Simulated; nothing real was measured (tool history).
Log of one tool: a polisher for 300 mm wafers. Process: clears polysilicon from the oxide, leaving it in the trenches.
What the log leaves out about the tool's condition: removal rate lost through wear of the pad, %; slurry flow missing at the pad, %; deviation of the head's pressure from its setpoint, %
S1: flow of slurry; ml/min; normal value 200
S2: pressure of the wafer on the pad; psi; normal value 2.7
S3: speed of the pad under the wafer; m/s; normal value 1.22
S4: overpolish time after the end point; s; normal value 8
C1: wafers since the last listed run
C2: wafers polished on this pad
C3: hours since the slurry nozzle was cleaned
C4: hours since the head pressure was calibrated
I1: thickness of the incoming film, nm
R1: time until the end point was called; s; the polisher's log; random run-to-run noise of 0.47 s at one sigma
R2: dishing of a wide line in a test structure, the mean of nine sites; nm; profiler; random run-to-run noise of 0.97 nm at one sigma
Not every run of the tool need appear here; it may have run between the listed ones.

run   hour   S1   S2    S3  S4    C1    C2     C3     C4     I1    R1    R2
  1      0  200  2.7  1.22   8     0  2089  240.9  360.1  570.5  30.9  69.3
  2   15.4  200  2.7  1.22   8   234  2324  256.3  375.5  565.2  30.7    71
  3   40.3  200  2.7  1.22   8   379  2703  281.2  400.4  551.6  29.5  68.1
  4   58.1  220  2.7  1.22   8   271  2974    299  418.2  557.1  30.2    70
      77.7  -- slurry nozzle cleaned
      79.1  -- worn pad replaced by a new one
  5   84.4  220  2.7  1.22   8   363    80    6.7  444.5  560.3    30  69.8
  6  112.2  220  2.7  1.22   8   423   503   34.5  472.3    551    30  70.8
  7    128  200  2.7  0.92   8   240   744   50.3  488.1  558.9  39.7  62.2
  8  158.8  200  2.7  1.22   8   468  1213   81.1  518.9  552.8  30.5  70.2
  9    217  200  2.7  1.22   8   886  2099  139.3  577.1  552.8  30.7  69.1
 10    243  200  2.7  1.22   8   395  2495  165.3  603.1  553.9  29.8  68.9
 11  269.6  200  2.7  1.22   8   405  2900  191.9  629.7    563  30.9  69.8
     279.3  -- worn pad replaced by a new one
 12  299.6  200  2.7  1.22   8   395   308  221.9  659.7  562.2  29.5  68.8
 13  321.9  200  2.7  1.22   8   339   648  244.2    682  559.7  31.4  68.8
 14  345.3  200  2.7  1.22   6   356  1004  267.6  705.4  549.2  29.9  61.2
     412.1  -- slurry nozzle cleaned
 15  440.1  200  2.7  1.22   6  1428  2432     28  800.2  566.3  30.7  61.7
 16    461  200  2.7  1.22   6   318  2750   48.9  821.1  552.9  29.3  61.5
       471  -- worn pad replaced by a new one
 17  493.8  200  2.7  1.22   8   438   347   81.7  853.9  549.3  29.5  71.5
 18  522.7  200  2.7  1.22   8   440   787  110.6  882.8  560.2  30.4  69.5
 19  554.7  165  2.7  1.56   8   487  1274  142.6  914.8  553.8  24.3  74.9
 20  579.3  140  2.7  1.22   8   374  1649  167.2  939.4  562.8  31.1  67.5
     606.8  -- head pressure recalibrated
 21  613.7  200  2.7  1.22   8   493  2142  201.6    6.9    555  30.5  67.4
 22  630.7  200  2.7  1.22   8   258  2401  218.6   23.9  556.3    30    70
 23    664  200  2.7  1.22   8   507  2908  251.9   57.2  563.6  30.4  70.9
 24  691.3  150  2.5  0.94  12   415  3324  279.2   84.5  559.4  42.5  69.9
     695.5  -- worn pad replaced by a new one
 25  706.3  200  2.7  1.22   8   167   163  294.2   99.5  554.8  30.1    68
 26  722.8  200  2.7  1.22  12   251   415  310.7    116  556.5  29.7  77.1
     738.6  -- slurry nozzle cleaned
 27  753.5  150  2.3   1.1   4   452   867   14.9  146.7  562.2  40.9  41.9
 28  777.2  180  2.5  1.22  12   360  1228   38.6  170.4  559.5  32.5  74.4
 29  812.1  170  2.7  0.84   4   531  1759   73.5  205.3  558.8  42.8  38.9
 30  827.2  200  2.7  1.22   8   229  1989   88.6  220.4    555  29.5  67.7
 31  850.5  200  2.7  1.22   8   354  2344  111.9  243.7  556.6  30.4  66.6
     874.4  -- worn pad replaced by a new one
 32  884.7  200    2  0.94  10   459   156  146.1  277.9  561.2  53.1  59.8
 33  904.1  170  2.7  0.84   4   295   451  165.5  297.3  561.9  44.6  38.2
 34  935.8  200  3.4  1.22   4   482   934  197.2    329    567  24.5  55.7
 35  962.8  200  2.7  1.22  13   411  1345  224.2    356  553.9    30  77.2
 36  996.9  200  3.1  1.22   8   519  1864  258.3  390.1  565.1  26.4  71.7

Hidden state, per run?
removal rate lost through wear of the pad, %: 0, the same for each run
slurry flow missing at the pad, %: 0, the same for each run
deviation of the head's pressure from its setpoint, %: 0, the same for each run

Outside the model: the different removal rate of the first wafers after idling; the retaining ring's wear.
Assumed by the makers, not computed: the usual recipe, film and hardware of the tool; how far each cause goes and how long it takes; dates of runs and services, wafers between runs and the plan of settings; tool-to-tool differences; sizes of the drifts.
